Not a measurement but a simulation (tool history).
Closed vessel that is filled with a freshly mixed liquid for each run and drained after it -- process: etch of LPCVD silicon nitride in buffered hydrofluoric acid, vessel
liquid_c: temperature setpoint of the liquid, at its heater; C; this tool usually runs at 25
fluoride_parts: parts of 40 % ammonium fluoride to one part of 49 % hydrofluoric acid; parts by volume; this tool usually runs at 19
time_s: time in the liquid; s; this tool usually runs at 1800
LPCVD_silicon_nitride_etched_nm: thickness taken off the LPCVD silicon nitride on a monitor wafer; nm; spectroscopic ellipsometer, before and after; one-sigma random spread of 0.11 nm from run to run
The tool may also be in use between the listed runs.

run,day,liquid_c,fluoride_parts,time_s,"read-back film thickness of the LPCVD silicon nitride reference wafer, read on the same gauge (nm)",LPCVD_silicon_nitride_etched_nm
1,0,25,19,1800,70.02,16.49
2,1.892,25,19,1800,69.99,16.16
# day 2.838: hydrofluoric acid flow meter replaced
3,3.067,25,19,1800,70.01,16.41
4,5.408,25,19,1800,70,16.64
5,6.546,25,17,1145,70.07,11.57
6,7.604,25,14,1800,70,21.97
# day 8.871: thermometer replaced
7,10.221,25,14,1800,70.07,21.22
8,12.004,25,19,1800,70.03,15.94
9,14.558,25,19,1800,69.96,15.84
10,17.554,25,19,1435,69.97,12.82
11,20.475,27.5,23.5,1375,69.99,11.91
12,22.196,27.5,12.5,2105,70.02,32.3
# day 26.017: gauge calibrated
13,28.817,25,19,1800,69.96,16.17
14,30.092,25,19,2745,69.96,24.64
15,33.05,22,19,1110,69.93,8.45
16,34.675,29.5,22.5,1800,69.99,18.32
17,35.9,21.5,19,1800,69.99,13.3
18,38.142,25,19,1800,70,16.3
19,39.329,21,21.5,1800,70.03,11.91
20,41.217,20.5,19,1800,69.99,12.83
21,42.504,25,19,1800,69.99,16.36
22,45.242,25,19,2530,70.01,23.28
23,46.479,28.5,19,1800,70.05,20.05
# day 48.212: thermometer replaced
24,48.988,27.5,22,2520,70.01,22.67
25,50.896,25,19,1800,69.99,15.74
26,53.846,29.5,26,2190,70,19.38
27,55.292,22,16.5,2185,69.98,18.48
# day 57.533: hydrofluoric acid flow meter replaced
28,57.554,23.5,21.5,2610,69.97,19.2
29,60.067,25,12.5,1480,70.01,19.47
30,62.888,25,19,1470,70.01,13.1
31,68.254,23.5,19,1800,70.01,14.72
32,71.183,27.5,14.5,880,70.02,11.91

Each row is a separate what-if for the run after 32, all from the same tool condition, not one after another. Results?
A,71.233,25,19,965,?,?
B,71.233,25,19,1155,?,?
C,71.233,27.5,12.5,1800,?,?
D,71.233,27,19,1465,?,?

run,"read-back film thickness of the LPCVD silicon nitride reference wafer, read on the same gauge (nm)",LPCVD_silicon_nitride_etched_nm
A,69.94,8.7
B,69.94,10.41
C,69.94,27.99
D,69.94,14.71
With no hidden state in the tool, these same runs would have given:
run,LPCVD_silicon_nitride_etched_nm
A,8.43
B,10.09
C,27.15
D,14.26
